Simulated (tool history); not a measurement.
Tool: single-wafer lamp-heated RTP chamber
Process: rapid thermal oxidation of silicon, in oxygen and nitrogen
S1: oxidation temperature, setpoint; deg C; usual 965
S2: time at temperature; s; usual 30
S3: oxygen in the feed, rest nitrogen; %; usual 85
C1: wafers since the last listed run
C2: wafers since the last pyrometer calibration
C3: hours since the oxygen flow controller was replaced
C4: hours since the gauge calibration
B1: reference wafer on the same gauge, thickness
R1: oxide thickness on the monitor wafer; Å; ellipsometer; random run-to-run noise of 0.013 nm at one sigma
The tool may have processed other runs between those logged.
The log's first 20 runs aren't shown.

{"run": 21, "hour": 265.9, "S1": 965, "S2": 30, "S3": 85, "C1": 142, "C2": 436, "C3": 3489.7, "C4": 547.4, "B1": 3.199, "R1": 30.72}
{"hour": 272.9, "done": "gauge calibrated"}
{"hour": 280.6, "done": "oxygen flow controller replaced"}
{"run": 22, "hour": 283.1, "S1": 965, "S2": 41, "S3": 69, "C1": 77, "C2": 513, "C3": 2.5, "C4": 10.2, "B1": 3.201, "R1": 32.01}
{"run": 23, "hour": 295.0, "S1": 965, "S2": 23, "S3": 68, "C1": 100, "C2": 613, "C3": 14.4, "C4": 22.1, "B1": 3.2, "R1": 26.37}
{"run": 24, "hour": 301.7, "S1": 965, "S2": 35, "S3": 85, "C1": 56, "C2": 670, "C3": 21.1, "C4": 28.8, "B1": 3.199, "R1": 32.06}
{"run": 25, "hour": 314.1, "S1": 965, "S2": 30, "S3": 85, "C1": 104, "C2": 774, "C3": 33.5, "C4": 41.2, "B1": 3.202, "R1": 30.26}
{"run": 26, "hour": 338.7, "S1": 951, "S2": 17, "S3": 85, "C1": 207, "C2": 982, "C3": 58.1, "C4": 65.8, "B1": 3.199, "R1": 23.82}
{"run": 27, "hour": 346.7, "S1": 965, "S2": 30, "S3": 71, "C1": 67, "C2": 1049, "C3": 66.1, "C4": 73.8, "B1": 3.201, "R1": 29.05}
{"run": 28, "hour": 370.2, "S1": 991, "S2": 26, "S3": 70, "C1": 198, "C2": 1247, "C3": 89.6, "C4": 97.3, "B1": 3.201, "R1": 32.2}
{"run": 29, "hour": 379.7, "S1": 948, "S2": 36, "S3": 57, "C1": 80, "C2": 1327, "C3": 99.1, "C4": 106.8, "B1": 3.201, "R1": 26.65}
{"run": 30, "hour": 388.5, "S1": 965, "S2": 39, "S3": 77, "C1": 74, "C2": 1402, "C3": 107.9, "C4": 115.6, "B1": 3.199, "R1": 32.79}
{"run": 31, "hour": 401.8, "S1": 965, "S2": 20, "S3": 98, "C1": 112, "C2": 1514, "C3": 121.2, "C4": 128.9, "B1": 3.197, "R1": 27.51}
{"run": 32, "hour": 412.2, "S1": 965, "S2": 21, "S3": 98, "C1": 87, "C2": 1601, "C3": 131.6, "C4": 139.3, "B1": 3.199, "R1": 28.19}
{"run": 33, "hour": 428.1, "S1": 942, "S2": 30, "S3": 95, "C1": 134, "C2": 1735, "C3": 147.5, "C4": 155.2, "B1": 3.2, "R1": 27.55}
{"run": 34, "hour": 442.5, "S1": 989, "S2": 23, "S3": 98, "C1": 121, "C2": 1857, "C3": 161.9, "C4": 169.6, "B1": 3.199, "R1": 33.43}
{"run": 35, "hour": 451.8, "S1": 965, "S2": 45, "S3": 73, "C1": 78, "C2": 1935, "C3": 171.2, "C4": 178.9, "B1": 3.201, "R1": 34.14}
{"run": 36, "hour": 467.1, "S1": 988, "S2": 30, "S3": 85, "C1": 128, "C2": 2064, "C3": 186.5, "C4": 194.2, "B1": 3.201, "R1": 35.49}
{"run": 37, "hour": 480.8, "S1": 965, "S2": 30, "S3": 85, "C1": 115, "C2": 2180, "C3": 200.2, "C4": 207.9, "B1": 3.201, "R1": 30.7}
{"run": 38, "hour": 496.2, "S1": 965, "S2": 21, "S3": 68, "C1": 129, "C2": 2309, "C3": 215.6, "C4": 223.3, "B1": 3.201, "R1": 25.8}
{"run": 39, "hour": 510.7, "S1": 965, "S2": 30, "S3": 85, "C1": 122, "C2": 2432, "C3": 230.1, "C4": 237.8, "B1": 3.199, "R1": 30.6}

Forecast each of these 3 alternatives for the next run:
{"run": "A", "hour": 511.1, "S1": 965, "S2": 30, "S3": 85, "C1": 3, "C2": 2435, "C3": 230.5, "C4": 238.2, "B1": "?", "R1": "?"}
{"run": "B", "hour": 511.1, "S1": 982, "S2": 30, "S3": 98, "C1": 3, "C2": 2435, "C3": 230.5, "C4": 238.2, "B1": "?", "R1": "?"}
{"run": "C", "hour": 511.1, "S1": 978, "S2": 43, "S3": 98, "C1": 3, "C2": 2435, "C3": 230.5, "C4": 238.2, "B1": "?", "R1": "?"}

run=A B1=3.2 R1=30.63
run=B B1=3.2 R1=35.63
run=C B1=3.2 R1=40.03
Stripped of hidden state, with their random variation kept, the same runs would have yielded:
run=A R1=30.36
run=B R1=35.28
run=C R1=39.62
